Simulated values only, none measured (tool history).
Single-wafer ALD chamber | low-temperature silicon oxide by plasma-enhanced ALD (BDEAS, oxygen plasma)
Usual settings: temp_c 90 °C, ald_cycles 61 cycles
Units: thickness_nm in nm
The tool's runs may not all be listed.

run	hour	temp_c	ald_cycles	wafers since the last listed run	hours since the last thermocouple change	hours since the gauge calibration	read-back reference wafer on the same gauge, thickness_nm	thickness_nm
1	0.0	90	61	0	1390.6	1356.8	7.660	9.195
# hour 82.1: thermocouple changed; heater temperature recalibrated
2	82.6	90	61	306	0.5	1439.4	7.646	9.264
3	125.4	90	61	175	43.3	1482.2	7.656	9.297
4	180.0	93	61	224	97.9	1536.8	7.643	9.145
5	225.5	93	61	186	143.4	1582.3	7.648	9.097
6	331.4	90	61	434	249.3	1688.2	7.652	9.273
7	426.3	90	61	389	344.2	1783.1	7.645	9.236
8	653.3	90	61	931	571.2	2010.1	7.661	9.199
9	734.3	79	64	332	652.2	2091.1	7.647	10.201
10	799.4	79	64	267	717.3	2156.2	7.651	10.073
11	884.1	90	61	347	802.0	2240.9	7.654	9.177
12	977.4	90	61	383	895.3	2334.2	7.647	9.158
13	1042.5	90	54	267	960.4	2399.3	7.642	8.146
14	1113.2	90	64	290	1031.1	2470.0	7.648	9.789
15	1181.3	90	64	279	1099.2	2538.1	7.641	9.651
16	1248.6	90	68	276	1166.5	2605.4	7.649	10.305
17	1340.9	90	68	378	1258.8	2697.7	7.659	10.215
# hour 1493.8: thermocouple changed; heater temperature recalibrated
18	1655.4	90	68	1258	161.6	3012.2	7.646	10.130
19	1728.9	86	61	301	235.1	3085.7	7.640	9.309
20	1794.9	86	61	270	301.1	3151.7	7.652	9.502
21	1908.6	90	61	466	414.8	3265.4	7.662	9.243
22	1973.4	90	61	266	479.6	3330.2	7.654	9.292
23	2025.1	101	52	212	531.3	3381.9	7.648	7.510
24	2117.9	90	61	380	624.1	3474.7	7.661	9.251
25	2216.0	76	56	402	722.2	3572.8	7.650	8.982
26	2280.1	76	61	263	786.3	3636.9	7.642	9.710
# hour 2300.5: gauge calibrated
27	2381.6	85	53	416	887.8	81.1	7.647	8.178
28	2465.2	84	55	343	971.4	164.7	7.658	8.408
29	2504.7	90	61	162	1010.9	204.2	7.646	9.267
30	2603.8	93	61	406	1110.0	303.3	7.637	9.202
31	2682.6	90	61	323	1188.8	382.1	7.653	9.251
32	2744.2	90	65	252	1250.4	443.7	7.657	9.851
33	2795.0	85	66	208	1301.2	494.5	7.651	10.214
34	2843.6	96	51	199	1349.8	543.1	7.647	7.498
# hour 2900.6: thermocouple changed; heater temperature recalibrated
35	2909.4	95	66	237	8.8	608.9	7.640	9.789
36	2986.6	79	61	316	86.0	686.1	7.649	9.608
37	3071.4	90	61	348	170.8	770.9	7.650	9.239
38	3172.6	90	61	415	272.0	872.1	7.651	9.327
39	3245.9	90	61	300	345.3	945.4	7.653	9.318
40	3306.9	103	57	250	406.3	1006.4	7.651	8.289
41	3351.3	86	55	182	450.7	1050.8	7.643	8.347
42	3566.8	90	61	884	666.2	1266.3	7.650	9.269
43	3626.6	90	71	245	726.0	1326.1	7.648	10.751
44	3681.3	98	49	224	780.7	1380.8	7.643	7.165

Forecast each of these 3 alternatives for the next run:
A	3681.8	90	58	2	781.2	1381.3	?	?
B	3681.8	101	70	2	781.2	1381.3	?	?
C	3681.8	99	55	2	781.2	1381.3	?	?

run	read-back reference wafer on the same gauge, thickness_nm	thickness_nm
A	7.642	8.770
B	7.642	10.169
C	7.642	8.023
Without the tool's hidden state the same runs would have given:
run	thickness_nm
A	8.770
B	10.169
C	8.023

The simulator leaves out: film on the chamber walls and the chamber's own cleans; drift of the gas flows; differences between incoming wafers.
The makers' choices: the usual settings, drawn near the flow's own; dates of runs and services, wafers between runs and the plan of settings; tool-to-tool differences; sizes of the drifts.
